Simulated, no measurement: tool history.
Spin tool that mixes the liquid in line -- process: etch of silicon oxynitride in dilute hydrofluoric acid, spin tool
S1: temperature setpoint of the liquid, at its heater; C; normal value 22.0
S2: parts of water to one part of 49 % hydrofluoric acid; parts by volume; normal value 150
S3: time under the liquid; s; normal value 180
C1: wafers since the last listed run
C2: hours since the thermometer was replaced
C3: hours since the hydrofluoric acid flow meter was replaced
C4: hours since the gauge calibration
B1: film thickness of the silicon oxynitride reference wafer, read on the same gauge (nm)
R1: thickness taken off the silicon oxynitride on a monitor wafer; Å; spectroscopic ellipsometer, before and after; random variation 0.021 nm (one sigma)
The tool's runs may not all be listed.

run   hour    S1   S2   S3   C1      C2      C3     C4       B1     R1
  1    0.0  22.0  150  180    0  2299.5  1954.9  515.3  129.975  20.53
  2   15.4  24.5  150  230   62  2314.9  1970.3  530.7  129.976  29.39
      28.9  -- gauge calibrated
  3   33.4  24.5  150  230   73  2332.9  1988.3    4.5  130.002  29.60
  4   47.1  24.5  150  230   55  2346.6  2002.0   18.2  130.043  29.59
  5   62.1  19.0  150  180   61  2361.6  2017.0   33.2  130.001  18.20
  6   76.6  19.0  150  180   59  2376.1  2031.5   47.7  130.009  17.77
  7   90.8  22.0  150  180   57  2390.3  2045.7   61.9  129.956  20.15
  8  108.0  19.5  150  180   70  2407.5  2062.9   79.1  130.009  17.98
  9  119.9  22.0  150  115   48  2419.4  2074.8   91.0  129.962  12.85
 10  129.5  22.0  150  180   39  2429.0  2084.4  100.6  130.008  20.87
 11  141.4  23.5   75  265   48  2440.9  2096.3  112.5  130.011  69.49
 12  158.7  22.0  150  180   70  2458.2  2113.6  129.8  129.981  20.62
 13  167.4  25.5  150  150   35  2466.9  2122.3  138.5  129.947  19.68
     178.4  -- thermometer replaced
 14  184.0  22.0  150  180   63     5.6  2138.9  155.1  129.995  20.32
 15  195.2  26.5   90  180   45    16.8  2150.1  166.3  129.975  43.59
 16  204.3  22.0  150  180   37    25.9  2159.2  175.4  129.933  20.34
     250.5  -- hydrofluoric acid flow meter replaced
 17  254.7  22.0   85  210  201    76.3     4.2  225.8  130.021  38.92
 18  265.2  22.0  150  180   42    86.8    14.7  236.3  129.961  18.02
 19  274.4  22.0  130  110   37    96.0    23.9  245.5  129.944  13.05
 20  286.0  26.5  215  140   47   107.6    35.5  257.1  130.064  11.84
 21  292.8  22.0  150  180   27   114.4    42.3  263.9  130.003  18.48
 22  302.3  20.5  170  115   38   123.9    51.8  273.4  129.993   9.47
 23  308.8  22.0  150   75   26   130.4    58.3  279.9  130.006   7.54
 24  318.3  22.0  150  180   38   139.9    67.8  289.4  129.989  18.45
 25  335.8  22.0  150  210   71   157.4    85.3  306.9  130.072  21.51
 26  351.1  22.0  150  180   62   172.7   100.6  322.2  129.985  18.19
 27  366.2  24.5  175  230   61   187.8   115.7  337.3  130.010  21.88
 28  383.3  22.0   85  215   69   204.9   132.8  354.4  130.004  40.56
 29  391.3  22.0  150  120   32   212.9   140.8  362.4  129.989  12.20
 30  402.6  26.0  210  145   46   224.2   152.1  373.7  130.073  12.09
 31  419.2  22.0  150  180   67   240.8   168.7  390.3  130.040  18.31
 32  431.2  26.5  150  280   48   252.8   180.7  402.3  129.987  36.15
 33  441.5  25.0  125  215   41   263.1   191.0  412.6  130.036  30.58

Branching from run 33: 4 alternative next runs. What would each branch give?
  A  442.0  22.0  150  180   2  263.6  191.5  413.1   ?   ?
  B  442.0  22.0   80   95   2  263.6  191.5  413.1   ?   ?
  C  442.0  24.5   90   80   2  263.6  191.5  413.1   ?   ?
  D  442.0  26.0   75  180   2  263.6  191.5  413.1   ?   ?

run       B1     R1
  A  130.002  18.41
  B  130.002  19.20
  C  130.002  16.08
  D  130.002  47.21
The same runs, with their run-to-run variation unchanged, on a tool lacking any hidden condition would have given:
run     R1
  A  18.03
  B  18.82
  C  15.76
  D  46.28
